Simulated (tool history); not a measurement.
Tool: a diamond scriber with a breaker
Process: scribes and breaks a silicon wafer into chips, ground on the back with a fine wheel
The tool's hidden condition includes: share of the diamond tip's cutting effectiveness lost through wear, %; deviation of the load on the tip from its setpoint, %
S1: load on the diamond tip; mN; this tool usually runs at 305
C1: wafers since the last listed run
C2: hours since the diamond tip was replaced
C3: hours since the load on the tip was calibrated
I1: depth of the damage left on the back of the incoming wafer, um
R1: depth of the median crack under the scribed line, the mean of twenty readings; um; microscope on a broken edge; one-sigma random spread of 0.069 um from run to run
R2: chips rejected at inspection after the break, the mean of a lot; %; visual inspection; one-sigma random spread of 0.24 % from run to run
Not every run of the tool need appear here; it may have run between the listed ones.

run	hour	S1	C1	C2	C3	I1	R1	R2
1	0.0	305	0	607.2	392.5	1.51	5.50	4.94
2	25.8	305	51	633.0	418.3	2.07	5.61	7.90
3	42.3	305	32	649.5	434.8	2.68	5.61	11.96
4	65.8	305	46	673.0	458.3	2.34	5.61	9.15
5	81.5	305	31	688.7	474.0	2.31	5.66	8.79
6	162.8	276	160	770.0	555.3	2.00	5.21	12.61
7	179.7	370	33	786.9	572.2	2.83	6.32	8.11
# hour 209.1: diamond tip replaced by a new one, of another model than before
8	209.6	370	55	0.5	602.1	2.29	7.28	4.05
9	231.4	369	43	22.3	623.9	2.55	7.02	4.80
10	262.3	355	61	53.2	654.8	2.47	6.91	4.40
11	275.9	282	26	66.8	668.4	2.62	6.10	8.10
12	294.5	242	36	85.4	687.0	2.45	5.67	9.36
13	312.3	305	35	103.2	704.8	1.58	6.18	2.76
14	382.4	265	138	173.3	774.9	2.94	5.63	13.63
# hour 386.1: load on the tip recalibrated
15	400.8	361	32	191.7	14.7	3.00	6.44	8.78
16	492.3	340	180	283.2	106.2	2.59	6.09	7.97

Forecast each of these 5 alternatives for the next run:
A	492.9	341	1	283.8	106.8	2.25	?	?
B	492.9	270	1	283.8	106.8	2.25	?	?
C	492.9	344	1	283.8	106.8	2.25	?	?
D	492.9	329	1	283.8	106.8	2.25	?	?
E	492.9	224	1	283.8	106.8	2.25	?	?

run	R1	R2
A	6.09	5.96
B	5.47	10.59
C	6.11	5.84
D	5.98	6.52
E	5.06	15.66
Without the tool's hidden state the same runs would have given:
run	R1	R2
A	7.02	3.99
B	6.31	4.99
C	7.05	4.01
D	6.90	3.97
E	5.83	7.51
